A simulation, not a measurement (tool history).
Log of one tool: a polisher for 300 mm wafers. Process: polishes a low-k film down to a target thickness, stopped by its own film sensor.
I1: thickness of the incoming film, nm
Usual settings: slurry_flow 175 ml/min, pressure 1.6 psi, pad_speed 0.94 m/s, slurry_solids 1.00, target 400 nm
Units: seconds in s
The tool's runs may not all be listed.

{"run": 1, "hour": 0.0, "slurry_flow": 175, "pressure": 1.6, "pad_speed": 1.04, "slurry_solids": 1.0, "target": 400, "I1": 429.1, "seconds": 68.6}
{"hour": 22.0, "done": "slurry blender recalibrated"}
{"run": 2, "hour": 67.9, "slurry_flow": 175, "pressure": 1.6, "pad_speed": 0.94, "slurry_solids": 1.0, "target": 400, "I1": 427.8, "seconds": 70.1}
{"run": 3, "hour": 82.9, "slurry_flow": 175, "pressure": 1.6, "pad_speed": 0.94, "slurry_solids": 1.0, "target": 400, "I1": 432.6, "seconds": 81.6}
{"hour": 92.0, "done": "worn pad replaced by a new one"}
{"run": 4, "hour": 110.2, "slurry_flow": 175, "pressure": 1.6, "pad_speed": 0.94, "slurry_solids": 1.0, "target": 400, "I1": 429.1, "seconds": 71.7}
{"run": 5, "hour": 126.0, "slurry_flow": 175, "pressure": 1.6, "pad_speed": 0.94, "slurry_solids": 1.0, "target": 400, "I1": 431.3, "seconds": 78.5}
{"hour": 132.1, "done": "conditioning disc replaced and pad reconditioned"}
{"run": 6, "hour": 150.3, "slurry_flow": 205, "pressure": 1.6, "pad_speed": 0.94, "slurry_solids": 1.0, "target": 400, "I1": 428.9, "seconds": 70.7}
{"hour": 153.7, "done": "slurry blender recalibrated"}
{"run": 7, "hour": 185.6, "slurry_flow": 205, "pressure": 1.6, "pad_speed": 0.94, "slurry_solids": 1.0, "target": 400, "I1": 438.8, "seconds": 94.7}
{"run": 8, "hour": 205.6, "slurry_flow": 175, "pressure": 1.6, "pad_speed": 0.94, "slurry_solids": 1.0, "target": 400, "I1": 432.2, "seconds": 81.3}
{"hour": 229.6, "done": "worn pad replaced by a new one"}
{"run": 9, "hour": 237.7, "slurry_flow": 175, "pressure": 1.6, "pad_speed": 0.94, "slurry_solids": 1.0, "target": 400, "I1": 427.3, "seconds": 67.6}
{"run": 10, "hour": 254.5, "slurry_flow": 175, "pressure": 1.6, "pad_speed": 0.94, "slurry_solids": 1.0, "target": 400, "I1": 424.8, "seconds": 59.3}
{"hour": 255.7, "done": "slurry nozzle cleaned"}
{"run": 11, "hour": 266.6, "slurry_flow": 215, "pressure": 1.6, "pad_speed": 0.94, "slurry_solids": 1.2, "target": 400, "I1": 430.7, "seconds": 64.8}
{"hour": 296.2, "done": "slurry blender recalibrated"}
{"run": 12, "hour": 296.7, "slurry_flow": 215, "pressure": 1.6, "pad_speed": 0.94, "slurry_solids": 1.2, "target": 400, "I1": 422.6, "seconds": 50.2}
{"run": 13, "hour": 309.7, "slurry_flow": 175, "pressure": 1.0, "pad_speed": 0.64, "slurry_solids": 1.0, "target": 400, "I1": 435.4, "seconds": 184.1}
{"hour": 320.8, "done": "head pressure recalibrated"}
{"run": 14, "hour": 328.9, "slurry_flow": 175, "pressure": 1.6, "pad_speed": 0.94, "slurry_solids": 1.1, "target": 400, "I1": 432.2, "seconds": 82.2}
{"hour": 350.2, "done": "worn pad replaced by a new one"}
{"hour": 354.3, "done": "conditioning disc replaced and pad reconditioned"}
{"run": 15, "hour": 359.9, "slurry_flow": 225, "pressure": 2.0, "pad_speed": 0.74, "slurry_solids": 1.0, "target": 400, "I1": 431.9, "seconds": 80.6}
{"run": 16, "hour": 372.2, "slurry_flow": 135, "pressure": 1.6, "pad_speed": 0.7, "slurry_solids": 1.25, "target": 400, "I1": 429.6, "seconds": 97.3}
{"run": 17, "hour": 393.2, "slurry_flow": 220, "pressure": 2.0, "pad_speed": 0.94, "slurry_solids": 1.0, "target": 400, "I1": 435.6, "seconds": 72.3}
{"run": 18, "hour": 410.4, "slurry_flow": 175, "pressure": 1.6, "pad_speed": 1.04, "slurry_solids": 1.0, "target": 400, "I1": 432.5, "seconds": 79.8}
{"run": 19, "hour": 431.1, "slurry_flow": 175, "pressure": 1.2, "pad_speed": 0.94, "slurry_solids": 0.9, "target": 409, "I1": 433.1, "seconds": 88.5}
{"hour": 447.4, "done": "slurry blender recalibrated"}
{"run": 20, "hour": 457.1, "slurry_flow": 175, "pressure": 1.6, "pad_speed": 0.94, "slurry_solids": 1.0, "target": 400, "I1": 438.8, "seconds": 102.5}
{"run": 21, "hour": 483.3, "slurry_flow": 175, "pressure": 1.0, "pad_speed": 0.64, "slurry_solids": 1.0, "target": 400, "I1": 437.5, "seconds": 216.1}
{"hour": 488.6, "done": "worn pad replaced by a new one"}
{"run": 22, "hour": 516.1, "slurry_flow": 175, "pressure": 1.2, "pad_speed": 0.94, "slurry_solids": 1.15, "target": 400, "I1": 430.4, "seconds": 99.5}
{"run": 23, "hour": 551.1, "slurry_flow": 140, "pressure": 1.6, "pad_speed": 0.94, "slurry_solids": 1.0, "target": 400, "I1": 435.1, "seconds": 96.4}
{"hour": 577.7, "done": "conditioning disc replaced and pad reconditioned"}
{"hour": 587.3, "done": "slurry blender recalibrated"}
{"hour": 603.1, "done": "worn pad replaced by a new one"}
{"run": 24, "hour": 618.4, "slurry_flow": 120, "pressure": 1.6, "pad_speed": 0.76, "slurry_solids": 1.25, "target": 394, "I1": 432.7, "seconds": 114.7}
{"run": 25, "hour": 631.9, "slurry_flow": 215, "pressure": 2.1, "pad_speed": 0.94, "slurry_solids": 1.2, "target": 400, "I1": 428.0, "seconds": 47.2}

The same runs without the tool's hidden state, with the same run-to-run variation:
The hidden state here: removal rate lost through wear of the pad, %; slurry flow missing at the pad, %; deviation of the head's pressure from its setpoint, %; abrasive missing from the slurry, %; time polished since the conditioner stopped cutting, s.
run=1 seconds=72.6
run=2 seconds=75.4
run=3 seconds=88.0
run=4 seconds=77.8
run=5 seconds=85.5
run=6 seconds=77.4
run=7 seconds=104.3
run=8 seconds=90.0
run=9 seconds=75.3
run=10 seconds=66.4
run=11 seconds=72.7
run=12 seconds=56.6
run=13 seconds=208.3
run=14 seconds=82.3
run=15 seconds=81.3
run=16 seconds=98.3
run=17 seconds=73.4
run=18 seconds=81.3
run=19 seconds=90.7
run=20 seconds=105.7
run=21 seconds=224.1
run=22 seconds=104.0
run=23 seconds=101.6
run=24 seconds=122.6
run=25 seconds=50.6
